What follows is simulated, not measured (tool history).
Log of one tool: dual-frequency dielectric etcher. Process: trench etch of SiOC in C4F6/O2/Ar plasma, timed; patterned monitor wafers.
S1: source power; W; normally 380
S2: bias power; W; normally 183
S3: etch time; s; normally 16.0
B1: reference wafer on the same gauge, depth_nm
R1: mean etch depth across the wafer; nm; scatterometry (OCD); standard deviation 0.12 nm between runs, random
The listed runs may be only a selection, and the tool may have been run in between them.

Run 1, day 0.000: usual settings but S1 430 W; B1 33.52. Result: R1 34.40 nm.
Run 2, day 1.579: usual settings but S1 430 W; B1 33.53. Result: R1 34.61 nm.
At day 3.300: gauge calibrated.
Run 3, day 3.608: usual settings but S1 430 W; B1 33.49. Result: R1 34.65 nm.
Run 4, day 4.621: usual settings but S2 206 W; B1 33.50. Result: R1 34.91 nm.
Run 5, day 13.529: usual settings; B1 33.50. Result: R1 33.73 nm.
Run 6, day 16.029: usual settings; B1 33.52. Result: R1 34.03 nm.
At day 16.267: bias power generator calibrated.
At day 18.308: wet clean of the chamber.
Run 7, day 18.329: usual settings; B1 33.50. Result: R1 31.92 nm.
At day 19.492: source power generator calibrated.
Run 8, day 20.725: usual settings; B1 33.53. Result: R1 31.80 nm.
Run 9, day 21.942: usual settings but S1 470 W, S2 147 W, S3 12.0 s; B1 33.47. Result: R1 23.46 nm.
Run 10, day 23.221: usual settings but S1 310 W, S2 139 W; B1 33.47. Result: R1 26.57 nm.
Run 11, day 25.750: usual settings but S1 440 W, S2 163 W, S3 14.5 s; B1 33.44. Result: R1 29.24 nm.
Run 12, day 27.717: usual settings but S1 300 W; B1 33.51. Result: R1 29.89 nm.
Run 13, day 30.350: usual settings but S1 480 W, S2 143 W, S3 12.0 s; B1 33.49. Result: R1 23.59 nm.
Run 14, day 32.696: usual settings but S1 470 W, S2 141 W, S3 19.5 s; B1 33.49. Result: R1 38.44 nm.
Run 15, day 34.012: usual settings but S2 143 W, S3 18.0 s; B1 33.49. Result: R1 33.07 nm.
At day 35.992: upper electrode replaced.
Run 16, day 36.012: usual settings but S3 19.5 s; B1 33.52. Result: R1 40.05 nm.
Run 17, day 37.796: usual settings but S1 460 W, S2 165 W, S3 12.5 s; B1 33.49. Result: R1 26.13 nm.
Run 18, day 38.821: usual settings but S2 170 W, S3 20.0 s; B1 33.56. Result: R1 39.82 nm.
Run 19, day 41.612: usual settings; B1 33.49. Result: R1 32.98 nm.
At day 43.742: wet clean of the chamber.
Run 20, day 44.525: usual settings but S1 300 W, S3 11.5 s; B1 33.52. Result: R1 21.46 nm.
Run 21, day 46.396: usual settings but S2 144 W; B1 33.46. Result: R1 29.27 nm.
Run 22, day 47.483: usual settings but S2 216 W, S3 20.5 s; B1 33.49. Result: R1 44.42 nm.
Run 23, day 50.254: usual settings but S1 470 W; B1 33.47. Result: R1 34.85 nm.
Run 24, day 51.862: usual settings but S2 171 W; B1 33.46. Result: R1 31.42 nm.
Run 25, day 53.171: usual settings but S1 420 W, S2 229 W, S3 12.5 s; B1 33.49. Result: R1 28.96 nm.
Run 26, day 54.625: usual settings but S2 201 W, S3 19.0 s; B1 33.48. Result: R1 40.59 nm.
Run 27, day 55.938: usual settings; B1 33.53. Result: R1 32.80 nm.
Run 28, day 58.254: usual settings but S2 165 W, S3 20.0 s; B1 33.50. Result: R1 39.25 nm.
Run 29, day 60.188: usual settings; B1 33.48. Result: R1 33.05 nm.
Run 30, day 62.138: usual settings but S2 161 W, S3 17.5 s; B1 33.54. Result: R1 34.51 nm.
Run 31, day 65.933: usual settings but S2 198 W; B1 33.54. Result: R1 34.41 nm.

Here are 3 independent what-if runs from the current tool condition. What would each one return?
Run A, day 65.950: usual settings but S2 227 W; B1 ?. Result: R1 ?.
Run B, day 65.950: usual settings but S3 21.0 s; B1 ?. Result: R1 ?.
Run C, day 65.950: usual settings but S3 20.0 s; B1 ?. Result: R1 ?.

run     B1     R1
  A  33.46  36.61
  B  33.46  43.87
  C  33.46  41.79
Without the tool's unlogged condition, the same runs would have read:
run     R1
  A  35.33
  B  42.34
  C  40.32

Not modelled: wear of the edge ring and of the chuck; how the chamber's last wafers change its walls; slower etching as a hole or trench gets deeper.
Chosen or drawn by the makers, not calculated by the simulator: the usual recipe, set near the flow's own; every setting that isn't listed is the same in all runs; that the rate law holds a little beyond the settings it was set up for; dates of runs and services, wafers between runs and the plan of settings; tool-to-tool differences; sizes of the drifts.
